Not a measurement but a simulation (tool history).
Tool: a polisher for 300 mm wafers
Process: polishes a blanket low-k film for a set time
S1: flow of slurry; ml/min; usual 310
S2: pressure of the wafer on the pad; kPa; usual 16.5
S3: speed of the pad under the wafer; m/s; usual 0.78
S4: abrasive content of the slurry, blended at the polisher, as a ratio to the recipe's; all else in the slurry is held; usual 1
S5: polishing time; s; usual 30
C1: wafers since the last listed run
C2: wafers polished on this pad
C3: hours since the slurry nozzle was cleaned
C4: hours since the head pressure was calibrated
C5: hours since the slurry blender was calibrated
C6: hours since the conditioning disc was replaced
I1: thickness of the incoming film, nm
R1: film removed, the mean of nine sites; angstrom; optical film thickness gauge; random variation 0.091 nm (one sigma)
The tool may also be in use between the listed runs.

run	day	S1	S2	S3	S4	S5	C1	C2	C3	C4	C5	C6	I1	R1
1	0	310	16.5	0.78	1	30	0	132	340.3	689.1	36.9	27.9	777.8	143
2	1.108	310	16.5	0.78	1	30	408	540	366.9	715.7	63.5	54.5	770.6	144
3	2.125	310	16.5	0.78	1	30	374	915	391.3	740.1	87.9	78.9	772	143
# day 2.525: worn pad replaced by a new one
4	2.879	310	16.5	0.78	1	30	216	130	409.4	758.2	106	97	770.2	143
5	3.604	310	16.5	0.78	1	30	267	397	426.8	775.6	123.4	114.4	762.1	146
# day 4: conditioning disc replaced and pad reconditioned
# day 4.988: worn pad replaced by a new one
6	5.008	310	16.5	0.78	1	30	425	8	460.5	809.3	157.1	24.2	757.8	144
# day 5.471: slurry blender recalibrated
7	5.629	310	18.6	0.78	1	30	198	206	475.4	824.2	3.8	39.1	768.2	162
# day 5.871: slurry nozzle cleaned
8	6.292	310	16.5	0.78	1	30	228	435	10.1	840.1	19.7	55	767.9	144
# day 7.354: worn pad replaced by a new one
9	7.579	365	16.5	1.06	1	30	413	82	41	871	50.6	85.9	771.1	187
10	8.183	310	12.4	0.6	0.9	30	222	305	55.5	885.5	65.1	100.4	767.6	84
# day 9.258: conditioning disc replaced and pad reconditioned
11	9.433	310	12.4	0.6	0.9	30	430	735	85.5	915.5	95.1	4.2	774.9	83
# day 9.988: worn pad replaced by a new one
# day 10.288: head pressure recalibrated
12	10.754	310	16.5	0.78	1	30	394	252	117.2	11.2	126.8	35.9	773	143
13	11.371	390	16.5	0.96	1.25	36	227	479	132	26	141.6	50.7	772.6	227
# day 11.546: slurry blender recalibrated
14	12.154	340	16.5	0.78	0.75	30	258	737	150.8	44.8	14.6	69.5	770	128
# day 12.488: worn pad replaced by a new one
15	12.938	400	16.5	0.78	1	30	227	166	169.6	63.6	33.4	88.3	775.1	146

Forecast each of these 3 alternatives for the next run:
A	12.954	310	16.5	0.78	1	30	6	172	170	64	33.8	88.7	781.4	?
B	12.954	415	13.1	0.56	1.1	30	6	172	170	64	33.8	88.7	781.4	?
C	12.954	395	17.9	0.78	1.1	35	6	172	170	64	33.8	88.7	781.4	?

run	R1
A	143
B	92
C	192
Without the tool's hidden state the same runs would have given:
run	R1
A	143
B	92
C	192
